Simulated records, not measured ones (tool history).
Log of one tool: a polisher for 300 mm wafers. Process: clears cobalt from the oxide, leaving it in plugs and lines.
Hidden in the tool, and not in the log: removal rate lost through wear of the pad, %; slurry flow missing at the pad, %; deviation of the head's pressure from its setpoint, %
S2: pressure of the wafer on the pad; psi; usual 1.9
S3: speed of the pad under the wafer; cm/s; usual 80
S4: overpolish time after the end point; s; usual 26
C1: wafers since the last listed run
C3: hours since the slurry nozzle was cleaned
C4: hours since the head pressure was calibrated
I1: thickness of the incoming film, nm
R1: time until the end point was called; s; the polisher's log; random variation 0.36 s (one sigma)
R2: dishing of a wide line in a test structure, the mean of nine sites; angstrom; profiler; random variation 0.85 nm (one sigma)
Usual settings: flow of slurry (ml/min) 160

Run 1, hour 0: usual settings but S4 33 s; C1 0; wafers polished on this pad 488; C3 515.6; C4 1003; I1 179.6. Result: R1 50.2 s, R2 631 angstrom.
Run 2, hour 8.4: usual settings but S4 33 s; C1 40; wafers polished on this pad 528; C3 524; C4 1011.4; I1 182.2. Result: R1 50.6 s, R2 639 angstrom.
Run 3, hour 22.4: usual settings but S4 33 s; C1 66; wafers polished on this pad 595; C3 538; C4 1025.4; I1 179.6. Result: R1 50.7 s, R2 646 angstrom.
Run 4, hour 29.7: usual settings but flow of slurry (ml/min) 195, S2 1.4 psi; C1 34; wafers polished on this pad 630; C3 545.3; C4 1032.7; I1 182.1. Result: R1 66.9 s, R2 484 angstrom.
Run 5, hour 45.7: usual settings but flow of slurry (ml/min) 195, S2 1.4 psi; C1 76; wafers polished on this pad 706; C3 561.3; C4 1048.7; I1 180. Result: R1 67.4 s, R2 483 angstrom.
Run 6, hour 55.7: usual settings but flow of slurry (ml/min) 195, S2 1.4 psi; C1 47; wafers polished on this pad 754; C3 571.3; C4 1058.7; I1 181.6. Result: R1 68.9 s, R2 476 angstrom.
Run 7, hour 70.4: usual settings but S3 90 cm/s; C1 70; wafers polished on this pad 824; C3 586; C4 1073.4; I1 179. Result: R1 45.2 s, R2 600 angstrom.
Run 8, hour 87.9: usual settings but S3 90 cm/s; C1 83; wafers polished on this pad 908; C3 603.5; C4 1090.9; I1 180.3. Result: R1 45.5 s, R2 590 angstrom.
Run 9, hour 105: usual settings but S3 90 cm/s; C1 81; wafers polished on this pad 990; C3 620.6; C4 1108; I1 180.1. Result: R1 46.3 s, R2 610 angstrom.
Run 10, hour 121: usual settings but S3 96 cm/s; C1 76; wafers polished on this pad 1066; C3 636.6; C4 1124; I1 177.7. Result: R1 42.2 s, R2 635 angstrom.
Run 11, hour 129.2: usual settings but S3 96 cm/s; C1 39; wafers polished on this pad 1105; C3 644.8; C4 1132.2; I1 176.3. Result: R1 42.2 s, R2 617 angstrom.
At hour 136.3: slurry nozzle cleaned.
Run 12, hour 138.1: usual settings but S3 96 cm/s; C1 37; wafers polished on this pad 1143; C3 1.8; C4 1141.1; I1 177.7. Result: R1 43.1 s, R2 606 angstrom.
Run 13, hour 146.7: usual settings but S2 2.4 psi; C1 41; wafers polished on this pad 1184; C3 10.4; C4 1149.7; I1 180.5. Result: R1 41.2 s, R2 628 angstrom.
Run 14, hour 164.5: usual settings but S3 92 cm/s; C1 84; wafers polished on this pad 1269; C3 28.2; C4 1167.5; I1 177.9. Result: R1 44.7 s, R2 587 angstrom.
Run 15, hour 174.7: usual settings but S2 1.7 psi, S3 72 cm/s; C1 48; wafers polished on this pad 1318; C3 38.4; C4 1177.7; I1 178.3. Result: R1 65 s, R2 482 angstrom.

Run 16 comes next. What will it give?
Run 16, hour 181.6: usual settings but flow of slurry (ml/min) 110, S2 2.1 psi, S3 62 cm/s, S4 38 s; C1 32; wafers polished on this pad 1351; C3 45.3; C4 1184.6; I1 179.8. Result: R1 ?, R2 ?.

{"run 16": {"R1": 67.7, "R2": 601}}
Without the tool's hidden state the same run would have given R1 57.5 s, R2 650 angstrom.
